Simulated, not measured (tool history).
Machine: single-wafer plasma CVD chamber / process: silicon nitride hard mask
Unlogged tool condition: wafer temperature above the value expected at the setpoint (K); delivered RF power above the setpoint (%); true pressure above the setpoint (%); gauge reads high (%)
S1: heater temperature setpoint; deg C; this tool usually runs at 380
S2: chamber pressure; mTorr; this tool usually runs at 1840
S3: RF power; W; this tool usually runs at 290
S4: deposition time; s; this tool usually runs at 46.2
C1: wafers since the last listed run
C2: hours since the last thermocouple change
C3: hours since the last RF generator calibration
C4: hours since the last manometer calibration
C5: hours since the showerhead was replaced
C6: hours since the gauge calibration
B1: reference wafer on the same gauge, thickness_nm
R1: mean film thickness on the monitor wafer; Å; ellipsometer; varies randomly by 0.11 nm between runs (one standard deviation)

{"run": 1, "hour": 0.0, "S1": 380, "S2": 1840, "S3": 290, "S4": 46.2, "C1": 0, "C2": 1758.2, "C3": 1506.1, "C4": 724.1, "C5": 2723.2, "C6": 1700.3, "B1": 50.098, "R1": 490.28}
{"run": 2, "hour": 55.2, "S1": 380, "S2": 1840, "S3": 290, "S4": 46.2, "C1": 1017, "C2": 1813.4, "C3": 1561.3, "C4": 779.3, "C5": 2778.4, "C6": 1755.5, "B1": 50.1, "R1": 488.98}
{"run": 3, "hour": 106.1, "S1": 380, "S2": 1840, "S3": 290, "S4": 46.2, "C1": 938, "C2": 1864.3, "C3": 1612.2, "C4": 830.2, "C5": 2829.3, "C6": 1806.4, "B1": 50.073, "R1": 489.68}
{"hour": 194.2, "done": "capacitance manometer re-zeroed and calibrated"}
{"run": 4, "hour": 212.1, "S1": 380, "S2": 1840, "S3": 290, "S4": 46.2, "C1": 1806, "C2": 1970.3, "C3": 1718.2, "C4": 17.9, "C5": 2935.3, "C6": 1912.4, "B1": 50.096, "R1": 497.49}
{"run": 5, "hour": 276.6, "S1": 380, "S2": 2120, "S3": 245, "S4": 46.2, "C1": 1188, "C2": 2034.8, "C3": 1782.7, "C4": 82.4, "C5": 2999.8, "C6": 1976.9, "B1": 50.081, "R1": 475.44}
{"run": 6, "hour": 328.7, "S1": 380, "S2": 1840, "S3": 290, "S4": 41.9, "C1": 960, "C2": 2086.9, "C3": 1834.8, "C4": 134.5, "C5": 3051.9, "C6": 2029, "B1": 50.108, "R1": 449.46}
{"run": 7, "hour": 416.3, "S1": 380, "S2": 1840, "S3": 290, "S4": 46.2, "C1": 1614, "C2": 2174.5, "C3": 1922.4, "C4": 222.1, "C5": 3139.5, "C6": 2116.6, "B1": 50.089, "R1": 494.84}
{"hour": 428.1, "done": "gauge calibrated"}
{"run": 8, "hour": 519.3, "S1": 380, "S2": 1840, "S3": 290, "S4": 46.2, "C1": 1898, "C2": 2277.5, "C3": 2025.4, "C4": 325.1, "C5": 3242.5, "C6": 91.2, "B1": 50.09, "R1": 494.65}
{"run": 9, "hour": 602.1, "S1": 380, "S2": 1840, "S3": 290, "S4": 46.2, "C1": 1525, "C2": 2360.3, "C3": 2108.2, "C4": 407.9, "C5": 3325.3, "C6": 174, "B1": 50.099, "R1": 494.62}
{"run": 10, "hour": 642.3, "S1": 380, "S2": 1840, "S3": 290, "S4": 46.2, "C1": 740, "C2": 2400.5, "C3": 2148.4, "C4": 448.1, "C5": 3365.5, "C6": 214.2, "B1": 50.071, "R1": 494.75}
{"run": 11, "hour": 714.5, "S1": 380, "S2": 1840, "S3": 245, "S4": 46.2, "C1": 1330, "C2": 2472.7, "C3": 2220.6, "C4": 520.3, "C5": 3437.7, "C6": 286.4, "B1": 50.09, "R1": 455.61}
{"run": 12, "hour": 768.2, "S1": 380, "S2": 1840, "S3": 290, "S4": 46.2, "C1": 989, "C2": 2526.4, "C3": 2274.3, "C4": 574, "C5": 3491.4, "C6": 340.1, "B1": 50.107, "R1": 492.2}
{"hour": 806.3, "done": "thermocouple changed; heater temperature recalibrated"}
{"run": 13, "hour": 838.4, "S1": 380, "S2": 1840, "S3": 290, "S4": 46.2, "C1": 1146, "C2": 32.1, "C3": 2344.5, "C4": 644.2, "C5": 3561.6, "C6": 410.3, "B1": 50.095, "R1": 492.77}
{"hour": 859.1, "done": "RF generator calibrated"}
{"run": 14, "hour": 909.1, "S1": 392, "S2": 1840, "S3": 290, "S4": 46.2, "C1": 1155, "C2": 102.8, "C3": 50, "C4": 714.9, "C5": 3632.3, "C6": 481, "B1": 50.08, "R1": 489.87}
{"run": 15, "hour": 996.2, "S1": 380, "S2": 1420, "S3": 290, "S4": 42.9, "C1": 1605, "C2": 189.9, "C3": 137.1, "C4": 802, "C5": 3719.4, "C6": 568.1, "B1": 50.093, "R1": 419.67}
{"run": 16, "hour": 1061.2, "S1": 373, "S2": 1840, "S3": 290, "S4": 41.7, "C1": 1197, "C2": 254.9, "C3": 202.1, "C4": 867, "C5": 3784.4, "C6": 633.1, "B1": 50.092, "R1": 445.42}
{"run": 17, "hour": 1145.0, "S1": 369, "S2": 1550, "S3": 290, "S4": 46.2, "C1": 1544, "C2": 338.7, "C3": 285.9, "C4": 950.8, "C5": 3868.2, "C6": 716.9, "B1": 50.108, "R1": 465.24}
{"hour": 1182.5, "done": "showerhead replaced"}
{"hour": 1210.6, "done": "capacitance manometer re-zeroed and calibrated"}
{"run": 18, "hour": 1211.1, "S1": 380, "S2": 1840, "S3": 290, "S4": 46.2, "C1": 923, "C2": 404.8, "C3": 352, "C4": 0.5, "C5": 28.6, "C6": 783, "B1": 50.08, "R1": 495.67}
{"run": 19, "hour": 1273.6, "S1": 380, "S2": 1840, "S3": 290, "S4": 46.2, "C1": 1151, "C2": 467.3, "C3": 414.5, "C4": 63, "C5": 91.1, "C6": 845.5, "B1": 50.103, "R1": 498.58}
{"run": 20, "hour": 1309.7, "S1": 380, "S2": 1840, "S3": 290, "S4": 46.2, "C1": 665, "C2": 503.4, "C3": 450.6, "C4": 99.1, "C5": 127.2, "C6": 881.6, "B1": 50.093, "R1": 495.93}
{"run": 21, "hour": 1397.8, "S1": 380, "S2": 1840, "S3": 260, "S4": 46.2, "C1": 1623, "C2": 591.5, "C3": 538.7, "C4": 187.2, "C5": 215.3, "C6": 969.7, "B1": 50.099, "R1": 467.85}
{"run": 22, "hour": 1463.4, "S1": 380, "S2": 1840, "S3": 290, "S4": 46.2, "C1": 1209, "C2": 657.1, "C3": 604.3, "C4": 252.8, "C5": 280.9, "C6": 1035.3, "B1": 50.09, "R1": 495.47}
{"run": 23, "hour": 1558.3, "S1": 380, "S2": 2300, "S3": 290, "S4": 46.2, "C1": 1749, "C2": 752, "C3": 699.2, "C4": 347.7, "C5": 375.8, "C6": 1130.2, "B1": 50.079, "R1": 527.74}
{"run": 24, "hour": 1599.4, "S1": 370, "S2": 1610, "S3": 340, "S4": 46.2, "C1": 757, "C2": 793.1, "C3": 740.3, "C4": 388.8, "C5": 416.9, "C6": 1171.3, "B1": 50.102, "R1": 514.32}
{"run": 25, "hour": 1700.1, "S1": 380, "S2": 1840, "S3": 290, "S4": 46.2, "C1": 1855, "C2": 893.8, "C3": 841, "C4": 489.5, "C5": 517.6, "C6": 1272, "B1": 50.122, "R1": 491.58}
{"run": 26, "hour": 1777.2, "S1": 380, "S2": 1380, "S3": 345, "S4": 46.2, "C1": 1420, "C2": 970.9, "C3": 918.1, "C4": 566.6, "C5": 594.7, "C6": 1349.1, "B1": 50.106, "R1": 488.59}
{"run": 27, "hour": 1850.6, "S1": 380, "S2": 2120, "S3": 245, "S4": 46.2, "C1": 1352, "C2": 1044.3, "C3": 991.5, "C4": 640, "C5": 668.1, "C6": 1422.5, "B1": 50.116, "R1": 471.95}
{"run": 28, "hour": 1887.6, "S1": 367, "S2": 1630, "S3": 290, "S4": 43.3, "C1": 681, "C2": 1081.3, "C3": 1028.5, "C4": 677, "C5": 705.1, "C6": 1459.5, "B1": 50.088, "R1": 446.02}
{"run": 29, "hour": 1973.9, "S1": 380, "S2": 1840, "S3": 250, "S4": 50, "C1": 1590, "C2": 1167.6, "C3": 1114.8, "C4": 763.3, "C5": 791.4, "C6": 1545.8, "B1": 50.129, "R1": 492.11}

Subtracting, for every run, the result it would have given without the tool's unlogged condition from the measured result gives the following. The same run-to-run variation enters both numbers; the gauge's scatter may not:
run=1 R1=-6.6
run=2 R1=-7.05
run=3 R1=-7.48
run=4 R1=+0.85
run=5 R1=+0.29
run=6 R1=-0.08
run=7 R1=-0.8
run=8 R1=-1.63
run=9 R1=-2.3
run=10 R1=-2.64
run=11 R1=-2.98
run=12 R1=-3.66
run=13 R1=-4.24
run=14 R1=-4.8
run=15 R1=-5.27
run=16 R1=-5.52
run=17 R1=-6.86
run=18 R1=-0.12
run=19 R1=-0.63
run=20 R1=-0.92
run=21 R1=-1.54
run=22 R1=-2.17
run=23 R1=-2.91
run=24 R1=-3.56
run=25 R1=-4.09
run=26 R1=-5.27
run=27 R1=-4.75
run=28 R1=-5.35
run=29 R1=-6.39
